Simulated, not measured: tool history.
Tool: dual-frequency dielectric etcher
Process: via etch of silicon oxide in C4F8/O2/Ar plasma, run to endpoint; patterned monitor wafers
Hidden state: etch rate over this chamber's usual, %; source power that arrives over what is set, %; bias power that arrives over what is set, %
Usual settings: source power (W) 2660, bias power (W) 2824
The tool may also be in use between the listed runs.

run   hour  source power (W)  bias power (W)  wafers since the last listed run  hours since the last wet clean  hours since the last source power generator calibration  hours since the last bias power generator calibration  hours since the last upper electrode change  incoming incoming film thickness, nm  endpoint time (s)
  1    0.0              3160            2824                                 0                           287.1                                                   2647.0                                                 3953.2                                       2923.1                                2280.6              337.1
  2   27.3              3160            2824                                79                           314.4                                                   2674.3                                                 3980.5                                       2950.4                                2277.6              335.6
  3   39.6              3160            2824                                35                           326.7                                                   2686.6                                                 3992.8                                       2962.7                                2265.8              334.5
  4   57.3              3060            2824                                51                           344.4                                                   2704.3                                                 4010.5                                       2980.4                                2247.7              336.1
  5   91.0              3060            2824                                97                           378.1                                                   2738.0                                                 4044.2                                       3014.1                                2270.3              341.2
  6  115.7              2660            2824                                71                           402.8                                                   2762.7                                                 4068.9                                       3038.8                                2244.3              362.1
     137.5  -- source power generator calibrated
     160.7  -- wet clean of the chamber
  7  161.2              2660            2824                                53                             0.5                                                     23.7                                                 4114.4                                       3084.3                                2293.9              359.7
  8  179.9              2660            3137                                54                            19.2                                                     42.4                                                 4133.1                                       3103.0                                2270.5              348.4
  9  203.8              2440            2608                                69                            43.1                                                     66.3                                                 4157.0                                       3126.9                                2289.1              382.0
 10  223.8              2320            3089                                58                            63.1                                                     86.3                                                 4177.0                                       3146.9                                2275.0              375.6
     231.9  -- bias power generator calibrated
 11  251.6              2660            2824                                69                            90.9                                                    114.1                                                   19.7                                       3174.7                                2281.8              360.2
 12  264.5              2230            3384                                37                           103.8                                                    127.0                                                   32.6                                       3187.6                                2267.8              376.2
 13  279.5              2190            2202                                43                           118.8                                                    142.0                                                   47.6                                       3202.6                                2309.2              425.6
     306.1  -- upper electrode replaced, of another model than before
 14  365.3              2660            2824                               179                           204.6                                                    227.8                                                  133.4                                         59.2                                2285.8              363.7
 15  386.2              2660            2824                                60                           225.5                                                    248.7                                                  154.3                                         80.1                                2278.4              361.1
 16  420.0              2850            2547                                98                           259.3                                                    282.5                                                  188.1                                        113.9                                2297.8              361.3

Forecast each of these 4 alternatives for the next run:
  A  420.5              2660            2824                                 1                           259.8                                                    283.0                                                  188.6                                        114.4                                2276.6                  ?
  B  420.5              2660            3171                                 1                           259.8                                                    283.0                                                  188.6                                        114.4                                2276.6                  ?
  C  420.5              2240            2824                                 1                           259.8                                                    283.0                                                  188.6                                        114.4                                2276.6                  ?
  D  420.5              2400            2568                                 1                           259.8                                                    283.0                                                  188.6                                        114.4                                2276.6                  ?

run  endpoint time (s)
  A              361.1
  B              348.5
  C              405.1
  D              397.5
Without the tool's hidden state the same runs would have given:
run  endpoint time (s)
  A              356.6
  B              344.2
  C              400.1
  D              392.6
